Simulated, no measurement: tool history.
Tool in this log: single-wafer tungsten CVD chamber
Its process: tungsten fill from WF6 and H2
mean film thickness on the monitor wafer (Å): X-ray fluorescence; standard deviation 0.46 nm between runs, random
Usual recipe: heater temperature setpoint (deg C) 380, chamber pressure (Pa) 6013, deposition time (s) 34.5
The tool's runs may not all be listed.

| run | day | heater temperature setpoint (deg C) | chamber pressure (Pa) | deposition time (s) | wafers since the last listed run | hours since the last thermocouple change | hours since the last manometer calibration | hours since the showerhead was replaced | hours since the gauge calibration | read-back reference wafer on the same gauge, thickness_nm | mean film thickness on the monitor wafer (Å) |
|---|---|---|---|---|---|---|---|---|---|---|---|
| 1 | 0.000 | 384 | 6013 | 34.5 | 0 | 606.4 | 1387.8 | 6013.7 | 625.9 | 69.000 | 888.45 |
|  | 1.325 | gauge calibrated |
| 2 | 4.112 | 380 | 6013 | 37.7 | 2171 | 705.1 | 1486.5 | 6112.4 | 66.9 | 68.999 | 893.60 |
| 3 | 6.567 | 380 | 6013 | 37.7 | 1296 | 764.0 | 1545.4 | 6171.3 | 125.8 | 69.070 | 896.76 |
| 4 | 10.604 | 380 | 6013 | 34.5 | 2132 | 860.9 | 1642.3 | 6268.2 | 222.7 | 69.194 | 818.61 |
| 5 | 12.858 | 380 | 5400 | 36.2 | 1190 | 915.0 | 1696.4 | 6322.3 | 276.8 | 69.108 | 812.66 |
| 6 | 14.438 | 380 | 6973 | 34.5 | 833 | 952.9 | 1734.3 | 6360.2 | 314.7 | 69.036 | 909.87 |
| 7 | 16.567 | 380 | 6693 | 34.5 | 1124 | 1004.0 | 1785.4 | 6411.3 | 365.8 | 68.911 | 885.49 |
| 8 | 20.412 | 380 | 6013 | 34.5 | 2030 | 1096.3 | 1877.7 | 6503.6 | 458.1 | 69.079 | 829.00 |
|  | 21.421 | capacitance manometer re-zeroed and calibrated |
|  | 22.404 | thermocouple changed; heater temperature recalibrated |
| 9 | 24.842 | 380 | 6013 | 34.5 | 1986 | 58.5 | 82.1 | 6609.9 | 564.4 | 68.897 | 796.44 |
| 10 | 26.367 | 380 | 6746 | 30.6 | 805 | 95.1 | 118.7 | 6646.5 | 601.0 | 68.970 | 759.55 |
| 11 | 29.625 | 380 | 6013 | 34.5 | 1720 | 173.3 | 196.9 | 6724.7 | 679.2 | 69.065 | 793.19 |
| 12 | 32.054 | 380 | 6013 | 34.5 | 1282 | 231.6 | 255.2 | 6783.0 | 737.5 | 68.977 | 795.09 |
| 13 | 35.050 | 380 | 6013 | 30.6 | 1582 | 303.5 | 327.1 | 6854.9 | 809.4 | 69.072 | 711.85 |
|  | 36.012 | gauge calibrated |
| 14 | 37.921 | 380 | 6013 | 30.6 | 1516 | 372.4 | 396.0 | 6923.8 | 45.8 | 68.956 | 712.35 |
| 15 | 41.692 | 380 | 7186 | 34.5 | 1991 | 462.9 | 486.5 | 7014.3 | 136.3 | 69.030 | 894.51 |
| 16 | 43.238 | 380 | 6813 | 41.0 | 816 | 500.0 | 523.6 | 7051.4 | 173.4 | 68.950 | 1030.49 |
|  | 45.342 | showerhead replaced |
| 17 | 45.362 | 380 | 5346 | 34.5 | 946 | 551.0 | 574.6 | 0.5 | 224.4 | 69.011 | 744.11 |
| 18 | 50.629 | 371 | 5413 | 28.0 | 2781 | 677.4 | 701.0 | 126.9 | 350.8 | 69.074 | 499.53 |
| 19 | 52.921 | 389 | 5440 | 34.5 | 1210 | 732.4 | 756.0 | 181.9 | 405.8 | 69.139 | 910.83 |
| 20 | 56.496 | 380 | 5026 | 34.5 | 1887 | 818.2 | 841.8 | 267.7 | 491.6 | 69.031 | 711.89 |
| 21 | 59.200 | 380 | 6013 | 34.5 | 1428 | 883.1 | 906.7 | 332.6 | 556.5 | 68.885 | 814.48 |

Here are 5 independent what-if runs from the current tool condition. What would each one return?
| A | 59.217 | 380 | 6013 | 34.5 | 8 | 883.5 | 907.1 | 333.0 | 556.9 | ? | ? |
| B | 59.217 | 380 | 6439 | 40.4 | 8 | 883.5 | 907.1 | 333.0 | 556.9 | ? | ? |
| C | 59.217 | 390 | 5506 | 27.7 | 8 | 883.5 | 907.1 | 333.0 | 556.9 | ? | ? |
| D | 59.217 | 380 | 4706 | 29.9 | 8 | 883.5 | 907.1 | 333.0 | 556.9 | ? | ? |
| E | 59.217 | 380 | 7053 | 34.5 | 8 | 883.5 | 907.1 | 333.0 | 556.9 | ? | ? |

| run | read-back reference wafer on the same gauge, thickness_nm | mean film thickness on the monitor wafer (Å) |
|---|---|---|
| A | 69.183 | 800.99 |
| B | 69.183 | 980.53 |
| C | 69.183 | 746.83 |
| D | 69.183 | 584.16 |
| E | 69.183 | 884.26 |
With the hidden condition removed and each run's random variation left untouched, the same runs would have given:
| run | mean film thickness on the monitor wafer (Å) |
|---|---|
| A | 794.55 |
| B | 972.65 |
| C | 740.74 |
| D | 579.31 |
| E | 877.33 |
